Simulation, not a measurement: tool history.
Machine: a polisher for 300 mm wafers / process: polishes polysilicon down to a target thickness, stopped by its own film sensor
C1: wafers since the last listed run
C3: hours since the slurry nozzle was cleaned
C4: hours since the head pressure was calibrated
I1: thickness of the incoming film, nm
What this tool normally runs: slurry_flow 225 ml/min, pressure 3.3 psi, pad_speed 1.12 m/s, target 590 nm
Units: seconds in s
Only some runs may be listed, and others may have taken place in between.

run 1 hour=0 | slurry_flow=225 pressure=3.3 pad_speed=1.12 target=590 | C1=0 wafers_polished_on_this_pad=773 C3=76.2 C4=1449.4 | I1=1539.2 | seconds=96.9
run 2 hour=10.7 | slurry_flow=225 pressure=3.7 pad_speed=1.12 target=590 | C1=51 wafers_polished_on_this_pad=824 C3=86.9 C4=1460.1 | I1=1533.5 | seconds=88.1
run 3 hour=61.4 | slurry_flow=225 pressure=3.3 pad_speed=1.12 target=590 | C1=242 wafers_polished_on_this_pad=1067 C3=137.6 C4=1510.8 | I1=1551.7 | seconds=97.7
run 4 hour=77 | slurry_flow=225 pressure=3.3 pad_speed=1.12 target=590 | C1=74 wafers_polished_on_this_pad=1141 C3=153.2 C4=1526.4 | I1=1513.2 | seconds=94.3
-- hour=87.1 worn pad replaced by a new one
run 5 hour=92.2 | slurry_flow=225 pressure=3.8 pad_speed=1.12 target=590 | C1=53 wafers_polished_on_this_pad=24 C3=168.4 C4=1541.6 | I1=1532.9 | seconds=83.4
run 6 hour=99.7 | slurry_flow=225 pressure=3.3 pad_speed=1.12 target=590 | C1=35 wafers_polished_on_this_pad=59 C3=175.9 C4=1549.1 | I1=1520.4 | seconds=97.3
run 7 hour=110.3 | slurry_flow=225 pressure=3.3 pad_speed=1.12 target=590 | C1=50 wafers_polished_on_this_pad=110 C3=186.5 C4=1559.7 | I1=1510.6 | seconds=93.6
run 8 hour=126.7 | slurry_flow=225 pressure=3.3 pad_speed=1.12 target=590 | C1=78 wafers_polished_on_this_pad=188 C3=202.9 C4=1576.1 | I1=1526.4 | seconds=97.2
run 9 hour=138.9 | slurry_flow=150 pressure=2.8 pad_speed=1.36 target=336 | C1=58 wafers_polished_on_this_pad=247 C3=215.1 C4=1588.3 | I1=1518 | seconds=122.5
run 10 hour=148.6 | slurry_flow=225 pressure=3.3 pad_speed=1.12 target=590 | C1=46 wafers_polished_on_this_pad=293 C3=224.8 C4=1598 | I1=1513.8 | seconds=95.1
-- hour=158.2 slurry nozzle cleaned
run 11 hour=165.7 | slurry_flow=265 pressure=2.2 pad_speed=1.22 target=801 | C1=76 wafers_polished_on_this_pad=370 C3=7.5 C4=1615.1 | I1=1503.2 | seconds=93
run 12 hour=202.9 | slurry_flow=225 pressure=3.3 pad_speed=1.12 target=470 | C1=177 wafers_polished_on_this_pad=547 C3=44.7 C4=1652.3 | I1=1546.4 | seconds=110.2
-- hour=210.5 head pressure recalibrated
run 13 hour=211.9 | slurry_flow=225 pressure=4 pad_speed=1.3 target=493 | C1=33 wafers_polished_on_this_pad=581 C3=53.7 C4=1.4 | I1=1532.1 | seconds=75.6
run 14 hour=223.7 | slurry_flow=265 pressure=2.4 pad_speed=1.26 target=590 | C1=56 wafers_polished_on_this_pad=637 C3=65.5 C4=13.2 | I1=1532.7 | seconds=112.2
run 15 hour=232.3 | slurry_flow=225 pressure=3.3 pad_speed=0.92 target=590 | C1=41 wafers_polished_on_this_pad=678 C3=74.1 C4=21.8 | I1=1553.3 | seconds=118.1
run 16 hour=257.7 | slurry_flow=225 pressure=3.3 pad_speed=1.12 target=590 | C1=121 wafers_polished_on_this_pad=800 C3=99.5 C4=47.2 | I1=1525.6 | seconds=94.2
run 17 hour=272.7 | slurry_flow=160 pressure=3.8 pad_speed=1.36 target=478 | C1=71 wafers_polished_on_this_pad=871 C3=114.5 C4=62.2 | I1=1528.2 | seconds=81.6

What if the next run were any one of these 5? Each begins from the tool's condition after run 17:
run A hour=273.2 | slurry_flow=225 pressure=3.3 pad_speed=1.12 target=590 | C1=2 wafers_polished_on_this_pad=874 C3=115 C4=62.7 | I1=1528.7 | seconds=?
run B hour=273.2 | slurry_flow=305 pressure=3.3 pad_speed=1.22 target=786 | C1=2 wafers_polished_on_this_pad=874 C3=115 C4=62.7 | I1=1528.7 | seconds=?
run C hour=273.2 | slurry_flow=290 pressure=3.3 pad_speed=0.92 target=793 | C1=2 wafers_polished_on_this_pad=874 C3=115 C4=62.7 | I1=1528.7 | seconds=?
run D hour=273.2 | slurry_flow=305 pressure=2.7 pad_speed=1.28 target=326 | C1=2 wafers_polished_on_this_pad=874 C3=115 C4=62.7 | I1=1528.7 | seconds=?
run E hour=273.2 | slurry_flow=225 pressure=4.4 pad_speed=0.78 target=590 | C1=2 wafers_polished_on_this_pad=874 C3=115 C4=62.7 | I1=1528.7 | seconds=?

run=A seconds=94.5
run=B seconds=66.4
run=C seconds=87.6
run=D seconds=122.4
run=E seconds=104.5
Take away the tool's hidden state, keep each run's random variation, and the runs would have read:
run=A seconds=94.5
run=B seconds=66.4
run=C seconds=87.6
run=D seconds=122.4
run=E seconds=104.5
